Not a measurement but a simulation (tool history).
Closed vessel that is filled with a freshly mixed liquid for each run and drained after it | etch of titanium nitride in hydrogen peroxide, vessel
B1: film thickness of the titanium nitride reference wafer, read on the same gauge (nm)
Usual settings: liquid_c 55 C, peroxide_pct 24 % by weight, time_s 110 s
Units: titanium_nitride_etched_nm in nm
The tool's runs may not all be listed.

run 1 hour=0 | liquid_c=55 peroxide_pct=24 time_s=110 | B1=139.95 | titanium_nitride_etched_nm=5.59
run 2 hour=30.8 | liquid_c=55 peroxide_pct=24 time_s=65 | B1=140.02 | titanium_nitride_etched_nm=3.33
run 3 hour=58.3 | liquid_c=55 peroxide_pct=24 time_s=110 | B1=140 | titanium_nitride_etched_nm=5.6
run 4 hour=93.9 | liquid_c=55 peroxide_pct=24 time_s=110 | B1=139.99 | titanium_nitride_etched_nm=5.61
run 5 hour=128.4 | liquid_c=55 peroxide_pct=24 time_s=110 | B1=140.02 | titanium_nitride_etched_nm=5.61
run 6 hour=147.9 | liquid_c=50 peroxide_pct=24 time_s=150 | B1=140.01 | titanium_nitride_etched_nm=5.37
run 7 hour=183.7 | liquid_c=50 peroxide_pct=24 time_s=150 | B1=140 | titanium_nitride_etched_nm=5.37
run 8 hour=208.3 | liquid_c=52.5 peroxide_pct=27 time_s=110 | B1=140.03 | titanium_nitride_etched_nm=4.83
run 9 hour=238.4 | liquid_c=47.5 peroxide_pct=24 time_s=110 | B1=139.99 | titanium_nitride_etched_nm=3.28
-- hour=262.3 peroxide flow meter replaced
-- hour=269.8 gauge calibrated
run 10 hour=271.7 | liquid_c=47.5 peroxide_pct=24 time_s=110 | B1=139.99 | titanium_nitride_etched_nm=3.23
-- hour=280.4 thermometer replaced
run 11 hour=302.5 | liquid_c=47.5 peroxide_pct=24 time_s=110 | B1=140.04 | titanium_nitride_etched_nm=3.21
run 12 hour=319.6 | liquid_c=47 peroxide_pct=24 time_s=110 | B1=139.98 | titanium_nitride_etched_nm=3.11
run 13 hour=334.5 | liquid_c=47 peroxide_pct=24 time_s=110 | B1=140.01 | titanium_nitride_etched_nm=3.12
run 14 hour=369.7 | liquid_c=63 peroxide_pct=27 time_s=60 | B1=140.01 | titanium_nitride_etched_nm=5.34
run 15 hour=395.5 | liquid_c=50 peroxide_pct=18 time_s=110 | B1=139.98 | titanium_nitride_etched_nm=3.63
run 16 hour=410.8 | liquid_c=65 peroxide_pct=19.5 time_s=70 | B1=139.99 | titanium_nitride_etched_nm=6.68
-- hour=423.5 new drum of peroxide connected
run 17 hour=452.2 | liquid_c=45 peroxide_pct=24 time_s=75 | B1=140 | titanium_nitride_etched_nm=1.83
run 18 hour=467.9 | liquid_c=58.5 peroxide_pct=18 time_s=60 | B1=140.02 | titanium_nitride_etched_nm=3.61
run 19 hour=485.2 | liquid_c=55 peroxide_pct=24 time_s=110 | B1=140.04 | titanium_nitride_etched_nm=5.49
run 20 hour=503.6 | liquid_c=64 peroxide_pct=28.5 time_s=130 | B1=139.98 | titanium_nitride_etched_nm=12.52
run 21 hour=534.4 | liquid_c=55 peroxide_pct=28 time_s=60 | B1=139.99 | titanium_nitride_etched_nm=3.12
run 22 hour=562.1 | liquid_c=52 peroxide_pct=29 time_s=80 | B1=140.01 | titanium_nitride_etched_nm=3.41
run 23 hour=588.8 | liquid_c=48.5 peroxide_pct=24 time_s=110 | B1=140.04 | titanium_nitride_etched_nm=3.46
run 24 hour=606.1 | liquid_c=62.5 peroxide_pct=24 time_s=145 | B1=139.99 | titanium_nitride_etched_nm=12.29

The next listed run, before its measurement:
run 25 hour=631.8 | liquid_c=55 peroxide_pct=30 time_s=170 | B1=? | titanium_nitride_etched_nm=?

{"run 25": {"B1": 139.99, "titanium_nitride_etched_nm": 8.91}}
Without the tool's hidden state the same run would have given titanium_nitride_etched_nm 8.91 nm.
